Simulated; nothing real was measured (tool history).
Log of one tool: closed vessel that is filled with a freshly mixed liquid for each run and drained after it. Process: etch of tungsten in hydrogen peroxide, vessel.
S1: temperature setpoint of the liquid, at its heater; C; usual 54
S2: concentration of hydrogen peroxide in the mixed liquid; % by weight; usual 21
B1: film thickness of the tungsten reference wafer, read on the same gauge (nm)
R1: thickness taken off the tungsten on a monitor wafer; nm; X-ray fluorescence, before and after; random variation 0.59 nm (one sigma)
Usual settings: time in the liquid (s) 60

run 1 hour=0 | S1=54 S2=21 time_in_the_liquid_(s)=60 | B1=49.98 | R1=185.27
run 2 hour=22.6 | S1=54 S2=21 time_in_the_liquid_(s)=60 | B1=50.05 | R1=185.42
run 3 hour=45.5 | S1=54 S2=21 time_in_the_liquid_(s)=60 | B1=50 | R1=184.5
run 4 hour=64.9 | S1=54 S2=21 time_in_the_liquid_(s)=60 | B1=50.01 | R1=182.78
run 5 hour=98.5 | S1=54 S2=21 time_in_the_liquid_(s)=40 | B1=50 | R1=122.43
run 6 hour=113.6 | S1=54 S2=21 time_in_the_liquid_(s)=40 | B1=49.98 | R1=122.28
run 7 hour=140.1 | S1=54 S2=21 time_in_the_liquid_(s)=40 | B1=50.02 | R1=121.98
-- hour=140.2 gauge calibrated
run 8 hour=155.8 | S1=54 S2=21 time_in_the_liquid_(s)=35 | B1=50 | R1=107.21
run 9 hour=176.9 | S1=54 S2=21 time_in_the_liquid_(s)=60 | B1=50.03 | R1=183.2
run 10 hour=194.9 | S1=54 S2=21 time_in_the_liquid_(s)=60 | B1=50 | R1=181.94
run 11 hour=230.6 | S1=54 S2=21 time_in_the_liquid_(s)=60 | B1=49.99 | R1=182.76
run 12 hour=251.4 | S1=58.5 S2=21 time_in_the_liquid_(s)=45 | B1=50.01 | R1=178.14
run 13 hour=277.4 | S1=58.5 S2=21 time_in_the_liquid_(s)=45 | B1=49.97 | R1=178.33
-- hour=303.9 new drum of peroxide connected
run 14 hour=310.8 | S1=59.5 S2=21 time_in_the_liquid_(s)=60 | B1=50.01 | R1=261.55
-- hour=319.2 peroxide flow meter replaced
run 15 hour=331.4 | S1=54 S2=21 time_in_the_liquid_(s)=40 | B1=50.02 | R1=126.21
run 16 hour=345.1 | S1=54 S2=15.5 time_in_the_liquid_(s)=60 | B1=49.99 | R1=161.68
run 17 hour=365.7 | S1=58 S2=26 time_in_the_liquid_(s)=60 | B1=49.95 | R1=266.89
run 18 hour=380 | S1=54 S2=26 time_in_the_liquid_(s)=60 | B1=50.01 | R1=210.09
-- hour=408.2 thermometer replaced
run 19 hour=412.6 | S1=48.5 S2=21 time_in_the_liquid_(s)=85 | B1=50 | R1=195.92
-- hour=445.1 gauge calibrated
run 20 hour=448.2 | S1=54 S2=26.5 time_in_the_liquid_(s)=60 | B1=50.01 | R1=215.7
run 21 hour=479.7 | S1=54 S2=27 time_in_the_liquid_(s)=60 | B1=49.98 | R1=217.68
run 22 hour=493.7 | S1=54 S2=21 time_in_the_liquid_(s)=60 | B1=49.98 | R1=191.46
run 23 hour=506.4 | S1=60 S2=16 time_in_the_liquid_(s)=85 | B1=49.99 | R1=339.09
run 24 hour=518.4 | S1=54 S2=23.5 time_in_the_liquid_(s)=60 | B1=50.02 | R1=202.09
run 25 hour=542.9 | S1=45 S2=21 time_in_the_liquid_(s)=60 | B1=49.97 | R1=110.66
run 26 hour=558.8 | S1=54 S2=21 time_in_the_liquid_(s)=60 | B1=49.99 | R1=190.47
run 27 hour=589.9 | S1=54 S2=14.5 time_in_the_liquid_(s)=75 | B1=50 | R1=198.49
run 28 hour=611.3 | S1=54 S2=25 time_in_the_liquid_(s)=60 | B1=50.02 | R1=207.84
run 29 hour=642.4 | S1=60 S2=24 time_in_the_liquid_(s)=90 | B1=49.97 | R1=435.4

Forecast each of these 5 alternatives for the next run:
run A hour=643.1 | S1=44.5 S2=21 time_in_the_liquid_(s)=60 | B1=? | R1=?
run B hour=643.1 | S1=58 S2=26.5 time_in_the_liquid_(s)=80 | B1=? | R1=?
run C hour=643.1 | S1=45.5 S2=21 time_in_the_liquid_(s)=85 | B1=? | R1=?
run D hour=643.1 | S1=47 S2=27.5 time_in_the_liquid_(s)=75 | B1=? | R1=?
run E hour=643.1 | S1=45.5 S2=21 time_in_the_liquid_(s)=30 | B1=? | R1=?

run=A B1=49.98 R1=106.29
run=B B1=49.98 R1=361.32
run=C B1=49.98 R1=160.38
run=D B1=49.98 R1=177.88
run=E B1=49.98 R1=56.6
Without the tool's hidden state the same runs would have given:
run=A R1=108.27
run=B R1=367.87
run=C R1=163.36
run=D R1=181.18
run=E R1=57.66
